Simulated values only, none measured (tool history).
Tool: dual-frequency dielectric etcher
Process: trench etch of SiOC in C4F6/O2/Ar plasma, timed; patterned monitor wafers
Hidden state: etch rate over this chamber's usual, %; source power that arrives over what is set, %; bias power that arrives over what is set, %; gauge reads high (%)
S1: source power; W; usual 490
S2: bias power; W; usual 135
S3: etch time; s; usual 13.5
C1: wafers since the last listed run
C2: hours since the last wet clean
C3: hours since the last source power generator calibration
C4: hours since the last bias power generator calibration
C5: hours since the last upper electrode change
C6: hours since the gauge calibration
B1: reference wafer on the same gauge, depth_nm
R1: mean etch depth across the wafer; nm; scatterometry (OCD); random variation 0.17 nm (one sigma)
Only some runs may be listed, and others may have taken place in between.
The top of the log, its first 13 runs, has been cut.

-- hour=1068.1 wet clean of the chamber
run 14 hour=1081.8 | S1=420 S2=135 S3=15.5 | C1=917 C2=13.7 C3=2402.9 C4=4350.8 C5=5340.3 C6=414.2 | B1=21.05 | R1=28.56
run 15 hour=1125.5 | S1=490 S2=135 S3=13.5 | C1=485 C2=57.4 C3=2446.6 C4=4394.5 C5=5384.0 C6=457.9 | B1=21.01 | R1=25.44
run 16 hour=1230.4 | S1=490 S2=111 S3=10.5 | C1=1165 C2=162.3 C3=2551.5 C4=4499.4 C5=5488.9 C6=562.8 | B1=20.99 | R1=18.84
run 17 hour=1286.9 | S1=490 S2=165 S3=13.5 | C1=627 C2=218.8 C3=2608.0 C4=4555.9 C5=5545.4 C6=619.3 | B1=21.04 | R1=26.70
-- hour=1308.9 source power generator calibrated
run 18 hour=1391.6 | S1=390 S2=135 S3=17.0 | C1=1118 C2=323.5 C3=82.7 C4=4660.6 C5=5650.1 C6=724.0 | B1=21.00 | R1=29.78
-- hour=1449.3 upper electrode replaced
run 19 hour=1468.8 | S1=490 S2=108 S3=15.0 | C1=590 C2=400.7 C3=159.9 C4=4737.8 C5=19.5 C6=801.2 | B1=20.99 | R1=26.31
-- hour=1476.5 bias power generator calibrated
run 20 hour=1570.7 | S1=380 S2=108 S3=16.0 | C1=1087 C2=502.6 C3=261.8 C4=94.2 C5=121.4 C6=903.1 | B1=20.99 | R1=26.26
-- hour=1655.3 wet clean of the chamber
run 21 hour=1655.8 | S1=410 S2=135 S3=13.5 | C1=678 C2=0.5 C3=346.9 C4=179.3 C5=206.5 C6=988.2 | B1=20.99 | R1=25.13
run 22 hour=1709.3 | S1=490 S2=135 S3=13.5 | C1=594 C2=54.0 C3=400.4 C4=232.8 C5=260.0 C6=1041.7 | B1=21.07 | R1=25.90
run 23 hour=1817.2 | S1=490 S2=135 S3=17.0 | C1=1198 C2=161.9 C3=508.3 C4=340.7 C5=367.9 C6=1149.6 | B1=21.03 | R1=32.29
run 24 hour=1878.3 | S1=420 S2=107 S3=16.5 | C1=678 C2=223.0 C3=569.4 C4=401.8 C5=429.0 C6=1210.7 | B1=20.95 | R1=28.51
run 25 hour=1931.2 | S1=380 S2=168 S3=10.5 | C1=587 C2=275.9 C3=622.3 C4=454.7 C5=481.9 C6=1263.6 | B1=20.99 | R1=19.56
run 26 hour=2030.1 | S1=590 S2=103 S3=17.0 | C1=1098 C2=374.8 C3=721.2 C4=553.6 C5=580.8 C6=1362.5 | B1=20.99 | R1=31.89
run 27 hour=2071.7 | S1=490 S2=135 S3=13.5 | C1=462 C2=416.4 C3=762.8 C4=595.2 C5=622.4 C6=1404.1 | B1=21.02 | R1=25.04
run 28 hour=2111.2 | S1=490 S2=135 S3=13.5 | C1=438 C2=455.9 C3=802.3 C4=634.7 C5=661.9 C6=1443.6 | B1=21.04 | R1=24.68
run 29 hour=2160.8 | S1=490 S2=153 S3=16.5 | C1=550 C2=505.5 C3=851.9 C4=684.3 C5=711.5 C6=1493.2 | B1=20.99 | R1=31.23
-- hour=2213.0 wet clean of the chamber
run 30 hour=2222.6 | S1=490 S2=135 S3=13.5 | C1=419 C2=9.6 C3=913.7 C4=746.1 C5=773.3 C6=1555.0 | B1=21.03 | R1=25.61

Predict each of these 3 candidate next runs independently; none follows another, all start after run 30:
run A hour=2223.0 | S1=490 S2=135 S3=13.5 | C1=4 C2=10.0 C3=914.1 C4=746.5 C5=773.7 C6=1555.4 | B1=? | R1=?
run B hour=2223.0 | S1=570 S2=152 S3=17.5 | C1=4 C2=10.0 C3=914.1 C4=746.5 C5=773.7 C6=1555.4 | B1=? | R1=?
run C hour=2223.0 | S1=490 S2=135 S3=16.5 | C1=4 C2=10.0 C3=914.1 C4=746.5 C5=773.7 C6=1555.4 | B1=? | R1=?

run=A B1=20.96 R1=25.63
run=B B1=20.96 R1=35.40
run=C B1=20.96 R1=31.32
The same runs, with their run-to-run variation unchanged, on a tool lacking any hidden condition would have given:
run=A R1=25.96
run=B R1=35.86
run=C R1=31.73
